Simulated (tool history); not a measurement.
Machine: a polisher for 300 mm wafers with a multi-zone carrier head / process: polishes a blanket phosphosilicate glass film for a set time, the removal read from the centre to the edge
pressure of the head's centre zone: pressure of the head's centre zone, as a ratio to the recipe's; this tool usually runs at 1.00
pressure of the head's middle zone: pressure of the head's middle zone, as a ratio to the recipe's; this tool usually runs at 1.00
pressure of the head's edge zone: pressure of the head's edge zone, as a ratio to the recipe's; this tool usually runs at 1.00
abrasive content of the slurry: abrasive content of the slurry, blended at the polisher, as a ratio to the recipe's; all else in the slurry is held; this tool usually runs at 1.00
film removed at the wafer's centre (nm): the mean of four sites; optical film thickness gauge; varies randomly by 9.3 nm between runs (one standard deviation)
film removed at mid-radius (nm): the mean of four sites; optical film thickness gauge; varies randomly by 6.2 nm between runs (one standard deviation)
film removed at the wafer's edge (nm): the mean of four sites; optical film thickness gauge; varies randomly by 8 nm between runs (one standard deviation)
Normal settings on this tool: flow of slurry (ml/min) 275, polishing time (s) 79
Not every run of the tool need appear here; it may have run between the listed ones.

run    hour  flow of slurry (ml/min)  pressure of the head's centre zone  pressure of the head's middle zone  pressure of the head's edge zone  abrasive content of the slurry  polishing time (s)  incoming thickness of the incoming film, nm  film removed at the wafer's centre (nm)  film removed at mid-radius (nm)  film removed at the wafer's edge (nm)
  1     0.0                      275                                1.00                                1.00                              1.00                            1.00                  79                                       3964.5                                    618.6                            625.5                                  631.8
  2    72.3                      275                                1.00                                1.00                              1.00                            1.00                  79                                       3885.7                                    602.9                            620.4                                  622.2
      114.3  -- slurry nozzle cleaned
  3   163.2                      275                                0.96                                1.06                              1.00                            1.00                  79                                       3925.4                                    610.5                            686.5                                  645.5
  4   248.8                      275                                1.11                                0.94                              0.90                            0.80                  79                                       3919.1                                    627.2                            548.8                                  534.0
  5   320.6                      275                                1.00                                1.00                              1.00                            1.00                  79                                       3900.9                                    619.4                            645.2                                  651.7
  6   390.5                      275                                1.00                                1.00                              1.00                            1.15                  72                                       3902.4                                    623.8                            625.1                                  626.7
      416.0  -- centre zone pressure recalibrated
  7   493.3                      275                                1.00                                1.00                              1.00                            1.00                  79                                       3923.6                                    631.8                            650.5                                  645.4
      521.1  -- edge zone pressure recalibrated
  8   581.8                      275                                1.00                                1.00                              1.00                            1.10                  79                                       3953.1                                    656.5                            674.9                                  672.3
  9   658.2                      275                                1.00                                1.00                              1.00                            1.00                  79                                       3906.0                                    622.2                            637.1                                  636.3
      680.9  -- worn pad replaced by a new one
      725.5  -- carrier head's membrane replaced by a new one
      850.7  -- slurry nozzle cleaned
 10   957.5                      275                                1.00                                1.00                              1.00                            1.00                  79                                       3838.4                                    629.7                            650.3                                  634.8
 11   999.8                      245                                1.00                                0.95                              1.05                            1.00                  89                                       3925.7                                    704.6                            689.4                                  741.4
 12  1043.2                      275                                1.00                                1.00                              1.00                            1.00                  79                                       3890.7                                    629.4                            646.5                                  643.1
 13  1085.4                      195                                0.92                                1.00                              1.00                            1.00                  98                                       3945.1                                    686.3                            766.5                                  774.0
 14  1171.7                      275                                1.00                                1.00                              1.00                            1.10                  58                                       3915.6                                    477.0                            500.1                                  493.1
     1182.3  -- centre zone pressure recalibrated
 15  1253.9                      275                                1.00                                1.00                              1.04                            1.00                  79                                       3855.8                                    632.3                            638.7                                  652.6
     1337.0  -- worn pad replaced by a new one
 16  1348.3                      275                                0.90                                1.00                              1.00                            1.00                  79                                       3883.5                                    557.8                            638.0                                  649.8
     1437.9  -- carrier head's membrane replaced by a new one
 17  1446.1                      275                                1.00                                1.00                              1.00                            0.85                  79                                       3943.8                                    569.3                            584.1                                  579.0
 18  1548.7                      310                                1.00                                1.00                              1.00                            1.00                  79                                       3922.2                                    614.4                            624.0                                  625.2
 19  1592.9                      275                                1.00                                1.00                              1.00                            1.00                  79                                       3949.0                                    586.8                            614.0                                  631.0
     1597.0  -- slurry nozzle cleaned
 20  1693.3                      235                                1.00                                1.00                              0.92                            1.00                  79                                       3946.7                                    617.0                            635.4                                  616.4
 21  1751.6                      275                                1.00                                1.00                              1.00                            1.00                  79                                       3917.5                                    640.7                            651.5                                  656.5
     1814.9  -- edge zone pressure recalibrated
 22  1824.0                      275                                1.00                                0.89                              1.00                            1.30                  79                                       3923.4                                    697.4                            668.3                                  741.9

Results for each run, recomputed without the tool's hidden state and with each run's random variation untouched:
Unlogged tool condition in this case: removal rate lost through wear of the pad, %; slurry flow missing at the pad, %; deviation of the centre zone's pressure from its setpoint, %; deviation of the edge zone's pressure from its setpoint, %.
run  film removed at the wafer's centre (nm)  film removed at mid-radius (nm)  film removed at the wafer's edge (nm)
  1                                    647.0                            651.1                                  651.2
  2                                    640.1                            654.6                                  647.7
  3                                    611.5                            687.5                                  646.3
  4                                    629.0                            550.2                                  535.1
  5                                    622.4                            648.0                                  653.9
  6                                    628.7                            629.5                                  630.1
  7                                    640.8                            658.7                                  651.6
  8                                    670.9                            688.2                                  682.4
  9                                    641.7                            654.9                                  649.7
 10                                    632.2                            652.7                                  636.5
 11                                    708.5                            692.9                                  744.2
 12                                    633.3                            650.1                                  645.9
 13                                    694.2                            774.3                                  779.8
 14                                    482.8                            505.6                                  497.2
 15                                    643.8                            649.1                                  660.7
 16                                    573.3                            653.9                                  662.0
 17                                    593.3                            606.1                                  595.4
 18                                    649.1                            655.5                                  649.0
 19                                    632.5                            656.6                                  663.4
 20                                    619.4                            637.6                                  618.0
 21                                    643.6                            654.1                                  658.5
 22                                    702.1                            672.4                                  745.4
